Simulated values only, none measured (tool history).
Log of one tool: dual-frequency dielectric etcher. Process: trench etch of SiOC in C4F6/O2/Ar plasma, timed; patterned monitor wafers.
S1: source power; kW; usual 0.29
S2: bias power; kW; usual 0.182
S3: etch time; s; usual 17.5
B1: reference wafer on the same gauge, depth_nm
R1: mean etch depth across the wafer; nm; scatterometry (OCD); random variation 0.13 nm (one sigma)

run 1 hour=0 | S1=0.29 S2=0.211 S3=20 | B1=37.97 | R1=38.3
-- hour=25.2 upper electrode replaced
run 2 hour=49.5 | S1=0.29 S2=0.182 S3=17.5 | B1=38 | R1=32.47
-- hour=65.1 bias power generator calibrated
run 3 hour=79.3 | S1=0.29 S2=0.182 S3=17.5 | B1=38 | R1=32.47
run 4 hour=96.3 | S1=0.29 S2=0.182 S3=17.5 | B1=38.01 | R1=32.56
run 5 hour=128.7 | S1=0.29 S2=0.182 S3=17.5 | B1=37.97 | R1=32.52
-- hour=159.7 gauge calibrated
run 6 hour=198.6 | S1=0.29 S2=0.182 S3=17.5 | B1=37.96 | R1=32.51
run 7 hour=225.2 | S1=0.29 S2=0.182 S3=17.5 | B1=38 | R1=32.51
run 8 hour=256.2 | S1=0.29 S2=0.182 S3=17.5 | B1=37.97 | R1=32.4
-- hour=274.2 source power generator calibrated
run 9 hour=277.6 | S1=0.29 S2=0.159 S3=13.5 | B1=38.05 | R1=24.43
run 10 hour=308.7 | S1=0.22 S2=0.14 S3=15 | B1=38.06 | R1=24.42
-- hour=348.1 wet clean of the chamber
run 11 hour=348.6 | S1=0.29 S2=0.182 S3=13.5 | B1=38.09 | R1=25.11
run 12 hour=358.7 | S1=0.29 S2=0.182 S3=17.5 | B1=38.01 | R1=32.32
run 13 hour=378 | S1=0.33 S2=0.214 S3=13.5 | B1=37.99 | R1=27.05
run 14 hour=410.2 | S1=0.23 S2=0.182 S3=19 | B1=37.99 | R1=32.96
run 15 hour=432.5 | S1=0.23 S2=0.221 S3=17.5 | B1=37.99 | R1=31.53
run 16 hour=467.6 | S1=0.29 S2=0.182 S3=17.5 | B1=37.98 | R1=32.39
run 17 hour=489.7 | S1=0.36 S2=0.156 S3=20 | B1=37.99 | R1=38.62
run 18 hour=510.8 | S1=0.29 S2=0.182 S3=17.5 | B1=37.97 | R1=32.35
run 19 hour=545.8 | S1=0.29 S2=0.182 S3=17.5 | B1=37.97 | R1=32.66
run 20 hour=565.7 | S1=0.29 S2=0.182 S3=19 | B1=38.01 | R1=35.44
run 21 hour=596.4 | S1=0.35 S2=0.225 S3=19 | B1=38.04 | R1=39.19
run 22 hour=617.5 | S1=0.29 S2=0.208 S3=15 | B1=38.02 | R1=28.64
run 23 hour=651 | S1=0.29 S2=0.213 S3=20.5 | B1=37.92 | R1=39.26
run 24 hour=665.4 | S1=0.29 S2=0.214 S3=17.5 | B1=37.95 | R1=33.73
run 25 hour=693.9 | S1=0.24 S2=0.137 S3=19 | B1=38.03 | R1=31.41
run 26 hour=726.8 | S1=0.29 S2=0.208 S3=15 | B1=37.99 | R1=28.72
-- hour=751.6 wet clean of the chamber
run 27 hour=752.1 | S1=0.29 S2=0.182 S3=17.5 | B1=38.03 | R1=32.49
run 28 hour=784.2 | S1=0.29 S2=0.212 S3=13 | B1=38.01 | R1=24.92
run 29 hour=815.8 | S1=0.23 S2=0.182 S3=20.5 | B1=38.08 | R1=35.81
run 30 hour=828.1 | S1=0.32 S2=0.213 S3=21.5 | B1=37.95 | R1=42.5

4 ways to go on from here, each from the tool as it stands after run 30. What would each give?
run A hour=828.5 | S1=0.36 S2=0.182 S3=17.5 | B1=? | R1=?
run B hour=828.5 | S1=0.35 S2=0.213 S3=17.5 | B1=? | R1=?
run C hour=828.5 | S1=0.26 S2=0.16 S3=19 | B1=? | R1=?
run D hour=828.5 | S1=0.25 S2=0.153 S3=13 | B1=? | R1=?

run=A B1=38.02 R1=34.83
run=B B1=38.02 R1=35.68
run=C B1=38.02 R1=33.44
run=D B1=38.02 R1=22.43
Without the tool's hidden state the same runs would have given:
run=A R1=34.83
run=B R1=35.68
run=C R1=33.44
run=D R1=22.43
